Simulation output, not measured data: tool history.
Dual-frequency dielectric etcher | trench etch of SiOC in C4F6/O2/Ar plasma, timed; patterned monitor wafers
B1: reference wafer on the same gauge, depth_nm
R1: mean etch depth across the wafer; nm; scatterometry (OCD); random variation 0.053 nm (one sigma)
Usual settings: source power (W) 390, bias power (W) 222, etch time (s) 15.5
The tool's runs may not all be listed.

run 1 hour=0.0 | source_power_(W)=390 bias_power_(W)=222 etch_time_(s)=15.5 | B1=29.79 | R1=35.80
run 2 hour=0.3 | source_power_(W)=390 bias_power_(W)=222 etch_time_(s)=15.5 | B1=29.80 | R1=35.74
run 3 hour=96.8 | source_power_(W)=390 bias_power_(W)=222 etch_time_(s)=15.5 | B1=29.81 | R1=35.87
-- hour=131.2 bias power generator calibrated
-- hour=140.2 wet clean of the chamber
run 4 hour=140.7 | source_power_(W)=390 bias_power_(W)=222 etch_time_(s)=15.5 | B1=29.79 | R1=35.60
run 5 hour=204.9 | source_power_(W)=390 bias_power_(W)=222 etch_time_(s)=15.5 | B1=29.79 | R1=35.70
run 6 hour=229.4 | source_power_(W)=390 bias_power_(W)=222 etch_time_(s)=15.5 | B1=29.80 | R1=35.72
run 7 hour=249.1 | source_power_(W)=390 bias_power_(W)=222 etch_time_(s)=15.5 | B1=29.79 | R1=35.66
run 8 hour=277.7 | source_power_(W)=390 bias_power_(W)=222 etch_time_(s)=15.5 | B1=29.79 | R1=35.71
-- hour=303.1 source power generator calibrated
run 9 hour=308.1 | source_power_(W)=390 bias_power_(W)=222 etch_time_(s)=15.5 | B1=29.80 | R1=35.26
run 10 hour=339.3 | source_power_(W)=420 bias_power_(W)=167 etch_time_(s)=19.5 | B1=29.80 | R1=41.66
run 11 hour=367.3 | source_power_(W)=470 bias_power_(W)=256 etch_time_(s)=19.0 | B1=29.79 | R1=47.47
run 12 hour=388.5 | source_power_(W)=390 bias_power_(W)=254 etch_time_(s)=11.5 | B1=29.80 | R1=27.39
run 13 hour=408.8 | source_power_(W)=390 bias_power_(W)=222 etch_time_(s)=15.5 | B1=29.80 | R1=35.38
run 14 hour=439.9 | source_power_(W)=390 bias_power_(W)=208 etch_time_(s)=15.5 | B1=29.81 | R1=34.71
run 15 hour=453.7 | source_power_(W)=420 bias_power_(W)=199 etch_time_(s)=15.5 | B1=29.79 | R1=34.89
run 16 hour=483.7 | source_power_(W)=290 bias_power_(W)=222 etch_time_(s)=19.0 | B1=29.80 | R1=40.58
run 17 hour=518.3 | source_power_(W)=390 bias_power_(W)=222 etch_time_(s)=13.0 | B1=29.81 | R1=29.85
run 18 hour=530.6 | source_power_(W)=460 bias_power_(W)=275 etch_time_(s)=11.5 | B1=29.80 | R1=29.36
run 19 hour=548.3 | source_power_(W)=450 bias_power_(W)=222 etch_time_(s)=17.5 | B1=29.79 | R1=41.57
run 20 hour=565.3 | source_power_(W)=420 bias_power_(W)=190 etch_time_(s)=19.0 | B1=29.80 | R1=42.25
run 21 hour=580.7 | source_power_(W)=480 bias_power_(W)=222 etch_time_(s)=14.5 | B1=29.80 | R1=35.02
run 22 hour=597.6 | source_power_(W)=490 bias_power_(W)=194 etch_time_(s)=19.0 | B1=29.80 | R1=44.35
run 23 hour=615.5 | source_power_(W)=390 bias_power_(W)=222 etch_time_(s)=15.5 | B1=29.80 | R1=35.51
run 24 hour=640.0 | source_power_(W)=470 bias_power_(W)=256 etch_time_(s)=19.0 | B1=29.80 | R1=47.63
run 25 hour=654.7 | source_power_(W)=440 bias_power_(W)=260 etch_time_(s)=19.0 | B1=29.80 | R1=47.07
run 26 hour=668.0 | source_power_(W)=470 bias_power_(W)=238 etch_time_(s)=17.0 | B1=29.80 | R1=41.74
-- hour=712.8 wet clean of the chamber
run 27 hour=716.0 | source_power_(W)=340 bias_power_(W)=197 etch_time_(s)=15.5 | B1=29.80 | R1=32.93
run 28 hour=732.0 | source_power_(W)=460 bias_power_(W)=222 etch_time_(s)=15.5 | B1=29.80 | R1=37.01
run 29 hour=757.9 | source_power_(W)=330 bias_power_(W)=170 etch_time_(s)=13.5 | B1=29.80 | R1=27.36

5 ways to go on from here, each from the tool as it stands after run 29. What would each give?
run A hour=758.3 | source_power_(W)=390 bias_power_(W)=222 etch_time_(s)=15.5 | B1=? | R1=?
run B hour=758.3 | source_power_(W)=350 bias_power_(W)=222 etch_time_(s)=15.5 | B1=? | R1=?
run C hour=758.3 | source_power_(W)=420 bias_power_(W)=222 etch_time_(s)=19.0 | B1=? | R1=?
run D hour=758.3 | source_power_(W)=390 bias_power_(W)=222 etch_time_(s)=18.5 | B1=? | R1=?
run E hour=758.3 | source_power_(W)=470 bias_power_(W)=278 etch_time_(s)=19.0 | B1=? | R1=?

run=A B1=29.80 R1=35.39
run=B B1=29.80 R1=34.47
run=C B1=29.80 R1=44.20
run=D B1=29.80 R1=42.24
run=E B1=29.80 R1=48.87
Without the tool's hidden state the same runs would have given:
run=A R1=35.26
run=B R1=34.34
run=C R1=44.04
run=D R1=42.08
run=E R1=48.69

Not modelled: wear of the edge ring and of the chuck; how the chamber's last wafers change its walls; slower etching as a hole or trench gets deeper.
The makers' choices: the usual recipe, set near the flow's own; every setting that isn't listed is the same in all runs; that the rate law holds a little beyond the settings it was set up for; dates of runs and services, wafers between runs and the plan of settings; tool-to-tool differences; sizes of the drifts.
